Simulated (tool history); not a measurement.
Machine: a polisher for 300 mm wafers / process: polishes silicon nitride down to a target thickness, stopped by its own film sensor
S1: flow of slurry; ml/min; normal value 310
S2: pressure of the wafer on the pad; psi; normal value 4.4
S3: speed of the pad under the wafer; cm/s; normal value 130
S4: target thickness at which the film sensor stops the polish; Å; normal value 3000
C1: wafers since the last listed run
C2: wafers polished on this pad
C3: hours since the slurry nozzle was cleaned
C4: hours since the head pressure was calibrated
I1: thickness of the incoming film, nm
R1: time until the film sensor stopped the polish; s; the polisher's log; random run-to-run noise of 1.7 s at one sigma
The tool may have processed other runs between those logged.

| run | hour | S1 | S2 | S3 | S4 | C1 | C2 | C3 | C4 | I1 | R1 |
|---|---|---|---|---|---|---|---|---|---|---|---|
| 1 | 0 | 350 | 4.4 | 130 | 3000 | 0 | 4411 | 96.4 | 779.3 | 538.6 | 105.3 |
| 2 | 77.3 | 310 | 4.4 | 130 | 3290 | 510 | 4921 | 173.7 | 856.6 | 553.8 | 104.1 |
|  | 90 | worn pad replaced by a new one |
| 3 | 179 | 310 | 4.4 | 130 | 3290 | 644 | 587 | 275.4 | 958.3 | 550.1 | 91.1 |
| 4 | 267.5 | 310 | 4.4 | 130 | 3000 | 584 | 1171 | 363.9 | 1046.8 | 548.9 | 104.4 |
| 5 | 314.3 | 310 | 4.4 | 130 | 3000 | 308 | 1480 | 410.7 | 1093.6 | 551.3 | 105.7 |
| 6 | 388.1 | 310 | 4.4 | 130 | 3000 | 487 | 1967 | 484.5 | 1167.4 | 551.6 | 108.3 |
|  | 461.5 | head pressure recalibrated |
|  | 570.1 | slurry nozzle cleaned |
| 7 | 605.6 | 310 | 4.4 | 130 | 3000 | 1415 | 3382 | 35.5 | 144.1 | 554.3 | 111.9 |
| 8 | 671.4 | 310 | 4.4 | 116 | 3000 | 434 | 3817 | 101.3 | 209.9 | 548.8 | 121.3 |
|  | 872.9 | worn pad replaced by a new one |
| 9 | 890.8 | 310 | 4.4 | 130 | 3000 | 1421 | 118 | 320.7 | 429.3 | 542.6 | 98.3 |
| 10 | 937.9 | 310 | 4.4 | 130 | 3000 | 310 | 429 | 367.8 | 476.4 | 551.9 | 100.9 |
| 11 | 997.1 | 310 | 4.4 | 130 | 3000 | 390 | 819 | 427 | 535.6 | 545.1 | 101.9 |
| 12 | 1044.2 | 395 | 4.4 | 130 | 3000 | 310 | 1130 | 474.1 | 582.7 | 550.4 | 102.8 |
| 13 | 1144.5 | 395 | 4.4 | 130 | 3000 | 661 | 1792 | 574.4 | 683 | 549.6 | 105.5 |
| 14 | 1228.6 | 310 | 4.4 | 130 | 3000 | 555 | 2347 | 658.5 | 767.1 | 556.5 | 111.8 |
|  | 1260.7 | slurry nozzle cleaned |
| 15 | 1292.3 | 310 | 4.4 | 130 | 3000 | 413 | 2761 | 31.6 | 830.8 | 557.7 | 109.5 |
| 16 | 1398.7 | 310 | 4.4 | 130 | 3000 | 702 | 3463 | 138 | 937.2 | 557.5 | 112.2 |
| 17 | 1439.4 | 340 | 3.1 | 102 | 2670 | 268 | 3732 | 178.7 | 977.9 | 554.3 | 187.9 |
| 18 | 1525.7 | 310 | 4.4 | 94 | 3530 | 569 | 4302 | 265 | 1064.2 | 556.4 | 118.9 |
| 19 | 1632.7 | 400 | 3.9 | 142 | 2300 | 706 | 5008 | 372 | 1171.2 | 546.8 | 142.4 |
|  | 1646.5 | worn pad replaced by a new one, of another model than before |
| 20 | 1727.6 | 350 | 4.4 | 92 | 3000 | 599 | 534 | 466.9 | 1266.1 | 554.5 | 122.2 |
|  | 1770.6 | head pressure recalibrated |
| 21 | 1775.6 | 375 | 4.4 | 112 | 3000 | 303 | 838 | 514.9 | 5 | 549.1 | 106.7 |
| 22 | 1867.2 | 375 | 4.4 | 112 | 3000 | 604 | 1443 | 606.5 | 96.6 | 551.5 | 115.8 |
| 23 | 1943.5 | 310 | 5.6 | 118 | 3000 | 503 | 1946 | 682.8 | 172.9 | 545.7 | 100 |
| 24 | 2023.5 | 310 | 4.4 | 148 | 3000 | 528 | 2474 | 762.8 | 252.9 | 543.5 | 100.5 |
|  | 2079.6 | slurry nozzle cleaned |
| 25 | 2092 | 310 | 4.4 | 130 | 3000 | 445 | 2920 | 12.4 | 321.4 | 550.8 | 110.7 |
|  | 2288.1 | worn pad replaced by a new one |
| 26 | 2321.1 | 200 | 4.4 | 86 | 3000 | 1485 | 217 | 241.5 | 550.5 | 557.7 | 128.4 |
| 27 | 2366.1 | 395 | 3 | 106 | 2560 | 297 | 514 | 286.5 | 595.5 | 557.6 | 149.9 |
| 28 | 2437.8 | 225 | 4.4 | 90 | 2150 | 473 | 988 | 358.2 | 667.2 | 556.1 | 168.9 |
| 29 | 2667.5 | 310 | 4.4 | 130 | 3000 | 1516 | 2504 | 587.9 | 896.9 | 547.7 | 108.8 |
| 30 | 2741.8 | 310 | 4.4 | 130 | 3000 | 490 | 2994 | 662.2 | 971.2 | 550.8 | 111.4 |
| 31 | 2809.3 | 310 | 4.4 | 130 | 3000 | 445 | 3440 | 729.7 | 1038.7 | 557.3 | 113.3 |
|  | 2872.6 | slurry nozzle cleaned |
| 32 | 2914.2 | 310 | 5.4 | 130 | 3000 | 685 | 4125 | 41.6 | 1143.6 | 545.6 | 99.9 |
| 33 | 2962 | 310 | 4.4 | 130 | 3000 | 315 | 4441 | 89.4 | 1191.4 | 553.9 | 113.4 |
|  | 3027.7 | head pressure recalibrated |
|  | 3038.8 | worn pad replaced by a new one |
| 34 | 3264 | 310 | 4.4 | 130 | 2220 | 1953 | 1486 | 391.4 | 236.3 | 540 | 141 |
| 35 | 3359.5 | 310 | 4.8 | 174 | 3370 | 630 | 2116 | 486.9 | 331.8 | 539 | 74.1 |

Below are 5 alternative next runs, each starting from the tool's condition after run 35. Predict each:
| A | 3360 | 415 | 4.4 | 130 | 3000 | 3 | 2119 | 487.4 | 332.3 | 548.1 | ? |
| B | 3360 | 375 | 3.5 | 130 | 3000 | 3 | 2119 | 487.4 | 332.3 | 548.1 | ? |
| C | 3360 | 310 | 4.4 | 130 | 3380 | 3 | 2119 | 487.4 | 332.3 | 548.1 | ? |
| D | 3360 | 245 | 3.3 | 108 | 3310 | 3 | 2119 | 487.4 | 332.3 | 548.1 | ? |
| E | 3360 | 225 | 3.2 | 130 | 3790 | 3 | 2119 | 487.4 | 332.3 | 548.1 | ? |

| run | R1 |
|---|---|
| A | 103.4 |
| B | 113.4 |
| C | 88.9 |
| D | 112.9 |
| E | 82.1 |
Take away the tool's hidden state, keep each run's random variation, and the runs would have read:
| run | R1 |
|---|---|
| A | 94.6 |
| B | 103.8 |
| C | 81.4 |
| D | 103.3 |
| E | 75.1 |
